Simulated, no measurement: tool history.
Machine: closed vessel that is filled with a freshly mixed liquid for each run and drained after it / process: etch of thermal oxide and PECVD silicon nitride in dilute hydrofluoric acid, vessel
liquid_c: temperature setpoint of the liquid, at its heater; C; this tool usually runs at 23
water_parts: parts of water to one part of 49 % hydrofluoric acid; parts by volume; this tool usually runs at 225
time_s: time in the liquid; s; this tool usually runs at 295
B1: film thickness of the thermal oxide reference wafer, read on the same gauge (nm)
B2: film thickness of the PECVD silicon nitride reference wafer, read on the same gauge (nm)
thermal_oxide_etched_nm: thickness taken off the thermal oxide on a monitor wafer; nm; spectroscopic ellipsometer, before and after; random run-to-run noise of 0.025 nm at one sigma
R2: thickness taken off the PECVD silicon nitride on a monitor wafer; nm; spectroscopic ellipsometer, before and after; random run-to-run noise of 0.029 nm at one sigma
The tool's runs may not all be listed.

run 1 hour=0 | liquid_c=23 water_parts=225 time_s=295 | B1=149.97 B2=79.993 | thermal_oxide_etched_nm=5.44 R2=2.173
run 2 hour=50.4 | liquid_c=23 water_parts=225 time_s=295 | B1=150 B2=80 | thermal_oxide_etched_nm=5.47 R2=2.236
run 3 hour=108.7 | liquid_c=23 water_parts=225 time_s=295 | B1=150.01 B2=79.999 | thermal_oxide_etched_nm=5.46 R2=2.165
run 4 hour=145.3 | liquid_c=23 water_parts=225 time_s=295 | B1=150 B2=80.03 | thermal_oxide_etched_nm=5.47 R2=2.167
run 5 hour=171.3 | liquid_c=23 water_parts=225 time_s=295 | B1=149.95 B2=79.961 | thermal_oxide_etched_nm=5.45 R2=2.184
run 6 hour=226.5 | liquid_c=23 water_parts=225 time_s=295 | B1=149.99 B2=79.991 | thermal_oxide_etched_nm=5.53 R2=2.166
-- hour=233.8 gauge calibrated
run 7 hour=262.4 | liquid_c=23 water_parts=225 time_s=295 | B1=149.98 B2=79.987 | thermal_oxide_etched_nm=5.5 R2=2.201
run 8 hour=332.4 | liquid_c=23 water_parts=225 time_s=295 | B1=149.97 B2=79.987 | thermal_oxide_etched_nm=5.54 R2=2.206
run 9 hour=373 | liquid_c=23 water_parts=200 time_s=295 | B1=149.99 B2=80.007 | thermal_oxide_etched_nm=6.36 R2=2.485
run 10 hour=410.2 | liquid_c=23 water_parts=200 time_s=295 | B1=150.01 B2=79.994 | thermal_oxide_etched_nm=6.42 R2=2.451
-- hour=513.2 thermometer replaced
run 11 hour=523.3 | liquid_c=19 water_parts=305 time_s=190 | B1=150 B2=79.994 | thermal_oxide_etched_nm=2.14 R2=0.832
run 12 hour=588.3 | liquid_c=23 water_parts=165 time_s=405 | B1=150 B2=80.001 | thermal_oxide_etched_nm=11.14 R2=4.101
-- hour=615.5 hydrofluoric acid flow meter replaced
run 13 hour=649.7 | liquid_c=19 water_parts=160 time_s=450 | B1=150.03 B2=80.012 | thermal_oxide_etched_nm=10.43 R2=3.531
run 14 hour=688.2 | liquid_c=23 water_parts=225 time_s=295 | B1=150.02 B2=79.999 | thermal_oxide_etched_nm=5.37 R2=2.124
run 15 hour=753.4 | liquid_c=23 water_parts=275 time_s=425 | B1=150.04 B2=80.007 | thermal_oxide_etched_nm=5.95 R2=2.54
-- hour=783.4 gauge calibrated
run 16 hour=816.2 | liquid_c=23 water_parts=200 time_s=295 | B1=149.96 B2=79.994 | thermal_oxide_etched_nm=6.17 R2=2.435
run 17 hour=884.9 | liquid_c=27 water_parts=225 time_s=165 | B1=150.02 B2=80.001 | thermal_oxide_etched_nm=3.45 R2=1.498
run 18 hour=956.6 | liquid_c=23 water_parts=225 time_s=225 | B1=150.02 B2=79.987 | thermal_oxide_etched_nm=4.11 R2=1.624
run 19 hour=1003.2 | liquid_c=23 water_parts=225 time_s=380 | B1=149.97 B2=80.006 | thermal_oxide_etched_nm=6.98 R2=2.782

Alternative continuations, all from the tool just after run 19; predict every row:
run A hour=1003.9 | liquid_c=23 water_parts=225 time_s=435 | B1=? B2=? | thermal_oxide_etched_nm=? R2=?
run B hour=1003.9 | liquid_c=19.5 water_parts=225 time_s=295 | B1=? B2=? | thermal_oxide_etched_nm=? R2=?
run C hour=1003.9 | liquid_c=23 water_parts=330 time_s=400 | B1=? B2=? | thermal_oxide_etched_nm=? R2=?
run D hour=1003.9 | liquid_c=27.5 water_parts=315 time_s=465 | B1=? B2=? | thermal_oxide_etched_nm=? R2=?
run E hour=1003.9 | liquid_c=27 water_parts=165 time_s=145 | B1=? B2=? | thermal_oxide_etched_nm=? R2=?

run=A B1=150.03 B2=79.985 thermal_oxide_etched_nm=7.9 R2=3.203
run=B B1=150.03 B2=79.985 thermal_oxide_etched_nm=4.7 R2=1.734
run=C B1=150.03 B2=79.985 thermal_oxide_etched_nm=4.48 R2=2.02
run=D B1=150.03 B2=79.985 thermal_oxide_etched_nm=6.45 R2=3.222
run=E B1=150.03 B2=79.985 thermal_oxide_etched_nm=4.44 R2=1.87
Take away the tool's hidden state, keep each run's random variation, and the runs would have read:
run=A thermal_oxide_etched_nm=7.69 R2=3.135
run=B thermal_oxide_etched_nm=4.57 R2=1.698
run=C thermal_oxide_etched_nm=4.35 R2=1.977
run=D thermal_oxide_etched_nm=6.26 R2=3.151
run=E thermal_oxide_etched_nm=4.33 R2=1.829

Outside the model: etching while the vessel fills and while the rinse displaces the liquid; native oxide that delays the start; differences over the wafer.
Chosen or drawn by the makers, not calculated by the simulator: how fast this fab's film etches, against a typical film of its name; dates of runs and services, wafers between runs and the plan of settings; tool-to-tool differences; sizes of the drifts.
